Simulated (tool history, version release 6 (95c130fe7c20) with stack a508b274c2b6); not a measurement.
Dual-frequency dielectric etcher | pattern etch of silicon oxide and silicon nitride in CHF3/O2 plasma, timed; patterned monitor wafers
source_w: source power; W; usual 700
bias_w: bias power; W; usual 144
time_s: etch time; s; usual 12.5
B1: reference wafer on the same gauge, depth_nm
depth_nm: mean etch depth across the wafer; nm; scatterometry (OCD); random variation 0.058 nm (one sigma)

{"run": 1, "hour": 0.0, "source_w": 700, "bias_w": 144, "time_s": 15.5, "B1": 21.2, "depth_nm": 24.91}
{"run": 2, "hour": 48.6, "source_w": 700, "bias_w": 144, "time_s": 12.5, "B1": 21.19, "depth_nm": 19.94}
{"run": 3, "hour": 109.3, "source_w": 700, "bias_w": 144, "time_s": 12.5, "B1": 21.18, "depth_nm": 19.81}
{"run": 4, "hour": 196.1, "source_w": 700, "bias_w": 144, "time_s": 12.5, "B1": 21.2, "depth_nm": 19.85}
{"hour": 273.6, "done": "wet clean of the chamber"}
{"run": 5, "hour": 290.2, "source_w": 700, "bias_w": 166, "time_s": 12.5, "B1": 21.2, "depth_nm": 20.59}
{"run": 6, "hour": 363.7, "source_w": 700, "bias_w": 144, "time_s": 14.5, "B1": 21.19, "depth_nm": 22.53}
{"run": 7, "hour": 436.5, "source_w": 700, "bias_w": 170, "time_s": 12.5, "B1": 21.2, "depth_nm": 20.52}
{"hour": 503.8, "done": "wet clean of the chamber, repeated, since the last time left the tool worse"}
{"run": 8, "hour": 533.3, "source_w": 700, "bias_w": 170, "time_s": 12.5, "B1": 21.22, "depth_nm": 21.13}
{"run": 9, "hour": 575.8, "source_w": 700, "bias_w": 170, "time_s": 12.5, "B1": 21.2, "depth_nm": 21.11}
{"hour": 583.7, "done": "gauge calibrated"}
{"run": 10, "hour": 623.6, "source_w": 700, "bias_w": 113, "time_s": 9, "B1": 21.19, "depth_nm": 13.27}
{"hour": 690.9, "done": "bias power generator calibrated"}
{"run": 11, "hour": 729.0, "source_w": 700, "bias_w": 144, "time_s": 12.5, "B1": 21.2, "depth_nm": 19.81}
{"run": 12, "hour": 835.4, "source_w": 700, "bias_w": 144, "time_s": 15.5, "B1": 21.2, "depth_nm": 24.49}
{"hour": 873.5, "done": "wet clean of the chamber"}
{"hour": 931.3, "done": "source power generator calibrated"}
{"run": 13, "hour": 931.8, "source_w": 830, "bias_w": 144, "time_s": 14.5, "B1": 21.21, "depth_nm": 24.77}
{"hour": 1001.3, "done": "upper electrode replaced"}
{"run": 14, "hour": 1001.8, "source_w": 870, "bias_w": 144, "time_s": 14.5, "B1": 21.21, "depth_nm": 25.34}
{"run": 15, "hour": 1026.9, "source_w": 570, "bias_w": 174, "time_s": 9, "B1": 21.2, "depth_nm": 13.88}
{"run": 16, "hour": 1121.1, "source_w": 700, "bias_w": 117, "time_s": 14, "B1": 21.21, "depth_nm": 20.74}
{"run": 17, "hour": 1161.9, "source_w": 700, "bias_w": 169, "time_s": 12.5, "B1": 21.2, "depth_nm": 20.81}
{"hour": 1280.8, "done": "wet clean of the chamber"}
{"run": 18, "hour": 1281.3, "source_w": 700, "bias_w": 144, "time_s": 15.5, "B1": 21.19, "depth_nm": 24.83}
{"run": 19, "hour": 1308.4, "source_w": 700, "bias_w": 144, "time_s": 10.5, "B1": 21.22, "depth_nm": 16.74}

Forecast each of these 4 alternatives for the next run:
{"run": "A", "hour": 1308.8, "source_w": 700, "bias_w": 144, "time_s": 9, "B1": "?", "depth_nm": "?"}
{"run": "B", "hour": 1308.8, "source_w": 620, "bias_w": 163, "time_s": 15.5, "B1": "?", "depth_nm": "?"}
{"run": "C", "hour": 1308.8, "source_w": 810, "bias_w": 111, "time_s": 12.5, "B1": "?", "depth_nm": "?"}
{"run": "D", "hour": 1308.8, "source_w": 640, "bias_w": 163, "time_s": 15.5, "B1": "?", "depth_nm": "?"}

run=A B1=21.2 depth_nm=14.4
run=B B1=21.2 depth_nm=24.47
run=C B1=21.2 depth_nm=19.66
run=D B1=21.2 depth_nm=24.83
Without the tool's hidden state the same runs would have given:
run=A depth_nm=14.42
run=B depth_nm=24.51
run=C depth_nm=19.69
run=D depth_nm=24.87
